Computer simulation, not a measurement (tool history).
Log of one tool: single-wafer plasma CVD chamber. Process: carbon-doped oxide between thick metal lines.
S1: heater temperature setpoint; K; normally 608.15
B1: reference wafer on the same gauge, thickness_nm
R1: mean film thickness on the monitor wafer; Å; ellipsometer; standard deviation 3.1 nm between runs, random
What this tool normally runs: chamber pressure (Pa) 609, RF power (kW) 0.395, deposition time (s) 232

{"run": 1, "hour": 0.0, "S1": 608.15, "chamber pressure (Pa)": 609, "RF power (kW)": 0.395, "deposition time (s)": 232, "B1": 990.007, "R1": 9403.12}
{"run": 2, "hour": 72.1, "S1": 608.15, "chamber pressure (Pa)": 609, "RF power (kW)": 0.395, "deposition time (s)": 232, "B1": 990.936, "R1": 9384.88}
{"run": 3, "hour": 149.3, "S1": 601.15, "chamber pressure (Pa)": 609, "RF power (kW)": 0.395, "deposition time (s)": 232, "B1": 989.583, "R1": 9594.52}
{"run": 4, "hour": 238.2, "S1": 601.15, "chamber pressure (Pa)": 609, "RF power (kW)": 0.395, "deposition time (s)": 232, "B1": 991.336, "R1": 9496.42}
{"run": 5, "hour": 498.3, "S1": 602.15, "chamber pressure (Pa)": 609, "RF power (kW)": 0.395, "deposition time (s)": 232, "B1": 989.166, "R1": 9463.75}
{"run": 6, "hour": 564.4, "S1": 602.15, "chamber pressure (Pa)": 609, "RF power (kW)": 0.395, "deposition time (s)": 232, "B1": 989.568, "R1": 9362.07}
{"run": 7, "hour": 655.1, "S1": 602.15, "chamber pressure (Pa)": 609, "RF power (kW)": 0.395, "deposition time (s)": 232, "B1": 991.512, "R1": 9365.67}
{"hour": 704.1, "done": "capacitance manometer re-zeroed and calibrated"}
{"hour": 733.0, "done": "gauge calibrated"}
{"run": 8, "hour": 760.0, "S1": 595.15, "chamber pressure (Pa)": 609, "RF power (kW)": 0.465, "deposition time (s)": 232, "B1": 989.577, "R1": 11382.48}
{"hour": 789.5, "done": "showerhead replaced"}
{"run": 9, "hour": 815.7, "S1": 608.15, "chamber pressure (Pa)": 741, "RF power (kW)": 0.395, "deposition time (s)": 232, "B1": 989.657, "R1": 9755.05}
{"run": 10, "hour": 853.9, "S1": 608.15, "chamber pressure (Pa)": 609, "RF power (kW)": 0.395, "deposition time (s)": 232, "B1": 988.872, "R1": 9377.95}
{"run": 11, "hour": 942.2, "S1": 608.15, "chamber pressure (Pa)": 609, "RF power (kW)": 0.395, "deposition time (s)": 232, "B1": 990.312, "R1": 9342.16}
{"run": 12, "hour": 989.1, "S1": 608.15, "chamber pressure (Pa)": 609, "RF power (kW)": 0.395, "deposition time (s)": 232, "B1": 989.585, "R1": 9272.14}
{"hour": 1000.2, "done": "thermocouple changed; heater temperature recalibrated"}
{"run": 13, "hour": 1089.2, "S1": 615.15, "chamber pressure (Pa)": 659, "RF power (kW)": 0.345, "deposition time (s)": 265, "B1": 988.614, "R1": 9204.22}
{"hour": 1181.1, "done": "RF generator calibrated"}
{"run": 14, "hour": 1412.1, "S1": 599.15, "chamber pressure (Pa)": 495, "RF power (kW)": 0.335, "deposition time (s)": 267, "B1": 989.784, "R1": 9382.51}
{"run": 15, "hour": 1516.9, "S1": 608.15, "chamber pressure (Pa)": 676, "RF power (kW)": 0.395, "deposition time (s)": 232, "B1": 989.944, "R1": 10143.22}

Each row is a separate what-if for the run after 15, all from the same tool condition, not one after another. Results?
{"run": "A", "hour": 1517.4, "S1": 608.15, "chamber pressure (Pa)": 609, "RF power (kW)": 0.42, "deposition time (s)": 232, "B1": "?", "R1": "?"}
{"run": "B", "hour": 1517.4, "S1": 608.15, "chamber pressure (Pa)": 509, "RF power (kW)": 0.395, "deposition time (s)": 232, "B1": "?", "R1": "?"}
{"run": "C", "hour": 1517.4, "S1": 619.15, "chamber pressure (Pa)": 481, "RF power (kW)": 0.45, "deposition time (s)": 203, "B1": "?", "R1": "?"}
{"run": "D", "hour": 1517.4, "S1": 608.15, "chamber pressure (Pa)": 609, "RF power (kW)": 0.395, "deposition time (s)": 212, "B1": "?", "R1": "?"}

run=A B1=989.903 R1=10440.87
run=B B1=989.903 R1=9437.44
run=C B1=989.903 R1=8968.57
run=D B1=989.903 R1=9011.14
Had the tool no hidden state, the same runs would have come out as:
run=A R1=10625.86
run=B R1=9593.33
run=C R1=9083.71
run=D R1=9170.8
